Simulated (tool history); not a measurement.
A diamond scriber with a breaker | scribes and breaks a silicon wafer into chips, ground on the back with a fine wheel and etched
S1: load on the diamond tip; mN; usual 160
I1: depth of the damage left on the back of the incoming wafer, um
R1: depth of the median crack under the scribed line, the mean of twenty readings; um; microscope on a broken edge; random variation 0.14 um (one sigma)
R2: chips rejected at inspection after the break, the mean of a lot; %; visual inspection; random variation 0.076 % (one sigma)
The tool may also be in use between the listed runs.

run   hour   S1    I1    R1     R2
  1    0.0  193  0.62  6.72   2.59
  2   27.9  160  0.57  6.16   5.58
  3   46.8  137  0.51  5.75   8.72
      61.6  -- diamond tip replaced by a new one
  4   71.0  137  0.61  6.82   1.92
  5   84.8  137  0.70  6.61   2.66
  6   98.5  171  0.38  7.40   1.15
  7  112.0  171  0.75  7.23   1.33
  8  129.9  171  0.64  6.85   1.88
  9  152.3  189  0.47  7.22   1.48
 10  168.4  160  0.34  6.72   3.68
 11  188.8  160  0.30  6.44   3.72
 12  202.8  181  0.32  6.95   2.29
 13  219.3  160  0.54  6.38   4.50
 14  241.2  160  0.32  6.29   4.82
 15  269.4  160  0.51  6.24   5.11
 16  293.8  160  0.72  6.19   5.33
     305.1  -- diamond tip replaced by a new one
     307.6  -- load on the tip recalibrated
 17  325.0  174  0.76  7.46   0.94
 18  350.4  174  0.77  7.12   1.39
 19  379.4  160  0.39  6.85   2.60
 20  403.9  128  0.43  6.05   7.93
 21  419.7  199  0.46  6.99   1.48
 22  449.7  207  0.68  7.31   1.38
 23  480.7  112  0.64  5.29  14.93
 24  514.9  183  0.39  6.55   2.94
 25  538.1  205  0.76  7.13   2.03
 26  553.0  160  0.42  6.15   5.98
 27  575.8  124  0.59  5.32  12.35
     596.9  -- diamond tip replaced by a new one
 28  611.8  188  0.58  7.80   1.08
 29  642.5  193  0.31  7.69   0.97
 30  674.6  140  0.45  6.52   5.07
 31  698.6  139  0.54  6.16   5.61
 32  712.6  160  0.55  6.56   3.52
 33  813.1  160  0.70  6.25   4.93
     822.8  -- diamond tip replaced by a new one
 34  833.3  132  0.37  6.37   3.66
 35  854.2  142  0.39  6.61   4.10
 36  876.2  160  0.68  6.35   3.14
     883.5  -- load on the tip recalibrated
 37  905.5  143  0.71  6.08   5.92
 38  933.9  160  0.37  6.27   5.30
 39  953.8  160  0.32  6.07   5.98
 40  971.7  160  0.43  6.15   6.38
 41  990.7  180  0.35  6.42   4.51

The tool's hidden state at each run:
deviation of the load on the tip from its setpoint, %: 0 in every run
H1: share of the diamond tip's cutting effectiveness lost through wear, %
run    H1
  1  26.4
  2    27
  3  27.3
  4   4.1
  5  7.55
  6  10.5
  7  12.9
  8  15.7
  9  18.4
 10    20
 11  21.6
 12  22.5
 13  23.4
 14  24.3
 15  25.3
 16  25.9
 17  7.89
 18  13.2
 19  17.6
 20  20.3
 21  21.7
 22  23.8
 23  25.3
 24  26.5
 25    27
 26  27.3
 27  27.7
 28  5.51
 29  12.1
 30  16.9
 31  19.5
 32  20.7
 33  25.5
 34  9.61
 35  14.6
 36  18.6
 37  22.7
 38  25.5
 39    27
 40  28.1
 41  29.1
